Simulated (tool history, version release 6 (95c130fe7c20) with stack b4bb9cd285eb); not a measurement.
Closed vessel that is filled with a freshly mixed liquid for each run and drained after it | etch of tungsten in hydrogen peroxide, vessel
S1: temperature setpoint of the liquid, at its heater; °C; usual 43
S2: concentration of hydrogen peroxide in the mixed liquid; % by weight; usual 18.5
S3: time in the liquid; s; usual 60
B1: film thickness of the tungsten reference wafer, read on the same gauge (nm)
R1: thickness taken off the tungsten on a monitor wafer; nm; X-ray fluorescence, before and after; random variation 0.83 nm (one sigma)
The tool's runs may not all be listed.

run	day	S1	S2	S3	B1	R1
1	0	43	18.5	60	99.99	85.75
2	0.825	43	18.5	60	100	85.32
3	1.908	43	18.5	60	100.02	86.34
4	3.158	43	17	60	99.97	82.45
5	3.725	43	18.5	85	100	121.84
6	4.65	43	18.5	85	100.01	120.11
7	5.804	43	18.5	60	99.99	83.98
8	6.579	43	18.5	60	100.01	85.26
9	8.846	43	18.5	60	100	84.94
10	10.288	43	18.5	60	99.95	84.03
11	10.808	39	20	30	99.97	33.37
12	12.233	43	13	75	100.01	88.06
# day 12.783: thermometer replaced
13	13.367	43	18.5	60	99.97	90
# day 13.496: new drum of peroxide connected
14	14.567	43	18.5	60	99.97	88.78
# day 15.662: peroxide flow meter replaced
# day 15.938: gauge calibrated
15	17.079	43	16	60	99.98	83.01
16	18.396	43	18.5	75	99.98	112.89
17	19.021	43	18.5	60	99.99	88.82
18	19.908	47	14.5	60	99.98	102.22
19	20.775	35.5	17	30	100.03	26.14
20	21.696	49	21	30	100.01	68.69
21	22.817	43	18.5	60	100.02	87.69

4 ways to go on from here, each from the tool as it stands after run 21. What would each give?
A	22.846	43	18.5	60	?	?
B	22.846	43	23.5	60	?	?
C	22.846	50	18.5	80	?	?
D	22.846	34	18.5	60	?	?

run	B1	R1
A	100	88.04
B	100	99.23
C	100	181.99
D	100	48.65
Without the tool's hidden state the same runs would have given:
run	R1
A	90.38
B	101.86
C	186.61
D	50.02
